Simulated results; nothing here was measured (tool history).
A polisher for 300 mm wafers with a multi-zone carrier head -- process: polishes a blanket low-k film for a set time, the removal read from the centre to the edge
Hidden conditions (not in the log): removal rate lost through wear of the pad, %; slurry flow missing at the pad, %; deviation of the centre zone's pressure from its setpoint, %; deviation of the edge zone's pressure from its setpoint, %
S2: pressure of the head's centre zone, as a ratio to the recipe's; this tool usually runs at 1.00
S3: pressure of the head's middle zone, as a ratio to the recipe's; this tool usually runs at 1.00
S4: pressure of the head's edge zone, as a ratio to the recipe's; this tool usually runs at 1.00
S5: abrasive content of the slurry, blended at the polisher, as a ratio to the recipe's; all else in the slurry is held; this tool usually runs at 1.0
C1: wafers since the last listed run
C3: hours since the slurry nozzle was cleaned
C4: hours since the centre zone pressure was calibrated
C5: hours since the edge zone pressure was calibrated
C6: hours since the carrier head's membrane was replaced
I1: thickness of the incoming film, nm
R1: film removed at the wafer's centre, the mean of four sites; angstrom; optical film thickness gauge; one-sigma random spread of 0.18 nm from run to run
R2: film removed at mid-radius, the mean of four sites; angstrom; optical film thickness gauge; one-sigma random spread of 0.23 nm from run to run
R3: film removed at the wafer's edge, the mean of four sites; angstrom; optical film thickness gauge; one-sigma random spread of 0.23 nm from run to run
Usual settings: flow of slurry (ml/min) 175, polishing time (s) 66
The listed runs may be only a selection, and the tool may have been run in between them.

run 1 day=0.000 | flow_of_slurry_(ml/min)=175 S2=1.00 S3=1.00 S4=1.00 S5=1.0 polishing_time_(s)=66 | C1=0 wafers_polished_on_this_pad=1440 C3=234.4 C4=325.4 C5=386.7 C6=761.3 | I1=555.7 | R1=154 R2=160 R3=158
run 2 day=2.033 | flow_of_slurry_(ml/min)=175 S2=1.00 S3=1.00 S4=1.00 S5=1.0 polishing_time_(s)=66 | C1=335 wafers_polished_on_this_pad=1775 C3=283.2 C4=374.2 C5=435.5 C6=810.1 | I1=560.8 | R1=154 R2=161 R3=158
run 3 day=4.092 | flow_of_slurry_(ml/min)=175 S2=0.91 S3=1.00 S4=1.08 S5=1.0 polishing_time_(s)=66 | C1=339 wafers_polished_on_this_pad=2115 C3=332.6 C4=423.6 C5=484.9 C6=859.5 | I1=559.8 | R1=142 R2=158 R3=167
-- day=4.879 worn pad replaced by a new one
run 4 day=6.408 | flow_of_slurry_(ml/min)=175 S2=0.91 S3=1.00 S4=1.08 S5=1.0 polishing_time_(s)=66 | C1=354 wafers_polished_on_this_pad=252 C3=388.2 C4=479.2 C5=540.5 C6=915.1 | I1=571.8 | R1=140 R2=160 R3=165
run 5 day=8.562 | flow_of_slurry_(ml/min)=175 S2=0.91 S3=1.00 S4=1.08 S5=1.0 polishing_time_(s)=66 | C1=355 wafers_polished_on_this_pad=607 C3=439.9 C4=530.9 C5=592.2 C6=966.8 | I1=558.3 | R1=140 R2=157 R3=168
run 6 day=10.150 | flow_of_slurry_(ml/min)=175 S2=1.00 S3=1.00 S4=1.00 S5=1.0 polishing_time_(s)=66 | C1=261 wafers_polished_on_this_pad=869 C3=478.0 C4=569.0 C5=630.3 C6=1004.9 | I1=571.0 | R1=153 R2=161 R3=156
run 7 day=12.908 | flow_of_slurry_(ml/min)=175 S2=1.00 S3=1.00 S4=1.00 S5=1.0 polishing_time_(s)=66 | C1=454 wafers_polished_on_this_pad=1324 C3=544.2 C4=635.2 C5=696.5 C6=1071.1 | I1=556.2 | R1=151 R2=152 R3=160
run 8 day=14.679 | flow_of_slurry_(ml/min)=175 S2=1.00 S3=1.00 S4=1.00 S5=1.0 polishing_time_(s)=66 | C1=292 wafers_polished_on_this_pad=1616 C3=586.7 C4=677.7 C5=739.0 C6=1113.6 | I1=571.1 | R1=150 R2=153 R3=157
-- day=15.342 worn pad replaced by a new one
run 9 day=18.342 | flow_of_slurry_(ml/min)=175 S2=1.00 S3=1.00 S4=1.00 S5=1.0 polishing_time_(s)=66 | C1=576 wafers_polished_on_this_pad=494 C3=674.6 C4=765.6 C5=826.9 C6=1201.5 | I1=567.8 | R1=149 R2=155 R3=159
run 10 day=20.350 | flow_of_slurry_(ml/min)=175 S2=1.00 S3=1.00 S4=1.00 S5=1.0 polishing_time_(s)=66 | C1=331 wafers_polished_on_this_pad=825 C3=722.8 C4=813.8 C5=875.1 C6=1249.7 | I1=553.4 | R1=147 R2=152 R3=156
-- day=22.333 slurry nozzle cleaned
-- day=22.658 edge zone pressure recalibrated
run 11 day=24.300 | flow_of_slurry_(ml/min)=175 S2=1.00 S3=0.91 S4=0.88 S5=1.0 polishing_time_(s)=81 | C1=630 wafers_polished_on_this_pad=1456 C3=47.2 C4=908.6 C5=39.4 C6=1344.5 | I1=563.3 | R1=188 R2=186 R3=187
-- day=27.429 worn pad replaced by a new one
run 12 day=28.533 | flow_of_slurry_(ml/min)=215 S2=1.00 S3=1.00 S4=1.00 S5=0.8 polishing_time_(s)=66 | C1=670 wafers_polished_on_this_pad=182 C3=148.8 C4=1010.2 C5=141.0 C6=1446.1 | I1=557.5 | R1=141 R2=147 R3=149
run 13 day=31.567 | flow_of_slurry_(ml/min)=150 S2=1.10 S3=1.08 S4=1.00 S5=1.0 polishing_time_(s)=66 | C1=500 wafers_polished_on_this_pad=682 C3=221.6 C4=1083.0 C5=213.8 C6=1518.9 | I1=564.1 | R1=164 R2=164 R3=160
run 14 day=34.133 | flow_of_slurry_(ml/min)=175 S2=1.00 S3=0.95 S4=1.00 S5=1.0 polishing_time_(s)=66 | C1=423 wafers_polished_on_this_pad=1105 C3=283.2 C4=1144.6 C5=275.4 C6=1580.5 | I1=561.7 | R1=153 R2=154 R3=160
-- day=37.192 carrier head's membrane replaced by a new one
run 15 day=37.212 | flow_of_slurry_(ml/min)=225 S2=1.00 S3=1.00 S4=0.91 S5=0.8 polishing_time_(s)=66 | C1=473 wafers_polished_on_this_pad=1579 C3=357.1 C4=1218.5 C5=349.3 C6=0.5 | I1=556.8 | R1=139 R2=147 R3=142
-- day=39.121 worn pad replaced by a new one
-- day=39.371 centre zone pressure recalibrated
run 16 day=41.062 | flow_of_slurry_(ml/min)=175 S2=0.89 S3=1.00 S4=1.00 S5=1.0 polishing_time_(s)=66 | C1=593 wafers_polished_on_this_pad=306 C3=449.5 C4=40.6 C5=441.7 C6=92.9 | I1=558.8 | R1=138 R2=152 R3=161

Forecast run 17:
run 17 day=43.179 | flow_of_slurry_(ml/min)=175 S2=1.00 S3=1.00 S4=1.00 S5=1.0 polishing_time_(s)=66 | C1=349 wafers_polished_on_this_pad=655 C3=500.3 C4=91.4 C5=492.5 C6=143.7 | I1=567.0 | R1=? R2=? R3=?

R1: 150 angstrom
R2: 155 angstrom
R3: 159 angstrom
Minus the tool's unlogged condition, the same run would have read R1 155 angstrom, R2 159 angstrom, R3 163 angstrom.

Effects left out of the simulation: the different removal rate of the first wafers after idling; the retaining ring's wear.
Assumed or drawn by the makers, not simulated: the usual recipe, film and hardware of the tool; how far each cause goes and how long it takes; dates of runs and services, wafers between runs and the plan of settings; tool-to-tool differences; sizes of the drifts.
